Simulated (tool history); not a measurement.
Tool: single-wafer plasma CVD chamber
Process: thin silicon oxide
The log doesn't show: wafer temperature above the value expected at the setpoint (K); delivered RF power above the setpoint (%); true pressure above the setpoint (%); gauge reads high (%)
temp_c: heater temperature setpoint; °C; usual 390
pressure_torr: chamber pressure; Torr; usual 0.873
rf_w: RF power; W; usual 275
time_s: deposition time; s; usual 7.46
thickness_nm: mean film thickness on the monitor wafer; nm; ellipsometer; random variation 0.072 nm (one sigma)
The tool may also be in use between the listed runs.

run     day  temp_c  pressure_torr  rf_w  time_s  wafers since the last listed run  hours since the last thermocouple change  hours since the last RF generator calibration  hours since the last manometer calibration  hours since the showerhead was replaced  hours since the gauge calibration  read-back reference wafer on the same gauge, thickness_nm  thickness_nm
  1       0     390          0.873   275    7.46                                 0                                    1089.6                                         1455.8                                       888.9                                   4426.1                              189.1                                                     15.817        14.477
  2   0.625     390          0.873   275    7.46                               353                                    1104.6                                         1470.8                                       903.9                                   4441.1                              204.1                                                     15.793         14.54
  3   1.217     386          0.873   275    7.46                               334                                    1118.8                                           1485                                       918.1                                   4455.3                              218.3                                                     15.826        14.574
  4   2.046     390          0.873   250    7.46                               469                                    1138.7                                         1504.9                                         938                                   4475.2                              238.2                                                     15.819        13.763
  5   3.396     390          0.873   250    7.46                               764                                    1171.1                                         1537.3                                       970.4                                   4507.6                              270.6                                                     15.809        13.781
  6    4.25     390          0.873   275    7.46                               483                                    1191.6                                         1557.8                                       990.9                                   4528.1                              291.1                                                     15.762        14.477
  7   5.096     401          0.873   275    7.46                               478                                    1211.9                                         1578.1                                      1011.2                                   4548.4                              311.4                                                     15.833        14.305
  8   5.854     390          0.873   275    7.46                               429                                    1230.1                                         1596.3                                      1029.4                                   4566.6                              329.6                                                     15.804        14.554
  9   7.296     390          0.873   275    7.46                               816                                    1264.7                                         1630.9                                        1064                                   4601.2                              364.2                                                     15.809        14.317
 10   8.646     390          0.873   275    7.46                               764                                    1297.1                                         1663.3                                      1096.4                                   4633.6                              396.6                                                     15.812        14.454
 11    10.1     390          0.873   275    7.46                               823                                      1332                                         1698.2                                      1131.3                                   4668.5                              431.5                                                     15.796        14.459
 12  10.608     390          0.873   275    7.46                               287                                    1344.2                                         1710.4                                      1143.5                                   4680.7                              443.7                                                     15.779        14.439
 13  11.233     390          0.767   235    7.46                               353                                    1359.2                                         1725.4                                      1158.5                                   4695.7                              458.7                                                     15.811         11.48
     11.771  -- showerhead replaced
 14  12.288     390          0.873   275    8.35                               408                                    1384.5                                         1750.7                                      1183.8                                     12.4                                484                                                     15.784        16.182
     12.975  -- capacitance manometer re-zeroed and calibrated
 15  13.042     390          0.873   275    8.92                               238                                    1402.6                                         1768.8                                         1.6                                     30.5                              502.1                                                     15.809        17.218
     14.392  -- RF generator calibrated
 16  14.412     390          0.873   315    8.32                               587                                    1435.5                                            0.5                                        34.5                                     63.4                                535                                                     15.792        17.221
 17  15.479     399          0.979   275    7.46                               603                                    1461.1                                           26.1                                        60.1                                       89                              560.6                                                     15.822        16.041
     16.012  -- thermocouple changed; heater temperature recalibrated
     16.625  -- gauge calibrated
 18  17.783     390          0.873   290    7.46                              1115                                      42.5                                           81.4                                       115.4                                    144.3                               27.8                                                     15.765        14.669
 19  18.538     384          0.708   315    8.61                               426                                      60.6                                           99.5                                       133.5                                    162.4                               45.9                                                     15.815        14.165
 20  19.388     375          0.873   275    7.46                               481                                        81                                          119.9                                       153.9                                    182.8                               66.3                                                     15.814        14.615
 21  20.062     390          0.873   235    6.94                               382                                      97.2                                          136.1                                       170.1                                      199                               82.5                                                     15.784        12.222
 22  20.988     390          0.873   275    7.46                               523                                     119.4                                          158.3                                       192.3                                    221.2                              104.7                                                     15.796        14.561
 23  22.196     378          0.873   275    8.66                               684                                     148.4                                          187.3                                       221.3                                    250.2                              133.7                                                     15.798        16.826

Below are 4 alternative next runs, each starting from the tool's condition after run 23. Predict each:
  A  22.212     390          0.873   275    7.46                                 9                                     148.8                                          187.7                                       221.7                                    250.6                              134.1                                                          ?             ?
  B  22.212     390          0.873   275    8.52                                 9                                     148.8                                          187.7                                       221.7                                    250.6                              134.1                                                          ?             ?
  C  22.212     383          0.707   230     7.9                                 9                                     148.8                                          187.7                                       221.7                                    250.6                              134.1                                                          ?             ?
  D  22.212     403          0.873   275    7.46                                 9                                     148.8                                          187.7                                       221.7                                    250.6                              134.1                                                          ?             ?

run  read-back reference wafer on the same gauge, thickness_nm  thickness_nm
  A                                                     15.789        14.422
  B                                                     15.789        16.466
  C                                                     15.789        10.911
  D                                                     15.789        14.313
With no hidden state in the tool, these same runs would have given:
run  thickness_nm
  A        14.422
  B        16.466
  C        10.911
  D        14.313
